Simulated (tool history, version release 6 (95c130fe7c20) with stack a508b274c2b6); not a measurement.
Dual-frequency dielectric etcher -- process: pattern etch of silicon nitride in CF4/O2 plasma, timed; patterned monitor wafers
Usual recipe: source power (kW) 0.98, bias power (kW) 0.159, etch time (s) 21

run	hour	source power (kW)	bias power (kW)	etch time (s)	read-back reference wafer on the same gauge, depth_nm	mean etch depth across the wafer (nm)
1	0	0.98	0.159	21	72.5	67.2
2	16.3	0.98	0.159	21	72.5	67.2
3	28.9	0.98	0.159	21	72.6	67.4
4	63.8	0.98	0.128	21	72.5	64.5
5	90.4	0.98	0.128	21	72.6	64.3
6	108.7	0.98	0.128	21	72.4	64.4
7	121.6	0.98	0.159	21	72.5	67.2
8	145	0.98	0.159	21	72.5	67.3
9	162.2	0.98	0.159	21	72.6	67
10	183.3	0.98	0.159	21	72.5	67
11	197.8	0.98	0.159	21	72.4	66.8
# hour 202.6: gauge calibrated
12	233.1	0.98	0.159	21	72.5	67.1
13	248.3	0.98	0.128	21	72.4	64
14	269.1	0.78	0.144	19	72.6	48.7
# hour 278.3: bias power generator calibrated
# hour 305.5: upper electrode replaced
15	350.4	0.85	0.122	21	72.4	56.1
# hour 365.9: source power generator calibrated
16	373.8	0.75	0.159	21	72.4	53
17	404.9	0.98	0.159	24.5	72.5	78.7
# hour 494.6: wet clean of the chamber
18	504.2	1.04	0.159	21	72.5	70.7
19	534.7	0.98	0.159	21	72.6	67.3
20	568.4	0.98	0.197	17	72.4	56.8
21	586.8	1.17	0.19	21	72.5	81.9
22	618.5	0.98	0.146	16	72.6	50.2

Forecast each of these 4 alternatives for the next run:
A	618.9	0.98	0.159	21	?	?
B	618.9	0.98	0.122	18.5	?	?
C	618.9	1.05	0.175	21	?	?
D	618.9	0.91	0.159	23	?	?

run	read-back reference wafer on the same gauge, depth_nm	mean etch depth across the wafer (nm)
A	72.5	67.1
B	72.5	56.1
C	72.5	72.9
D	72.5	68.8
Had the tool no hidden state, the same runs would have come out as:
run	mean etch depth across the wafer (nm)
A	67.1
B	56.1
C	72.9
D	68.8
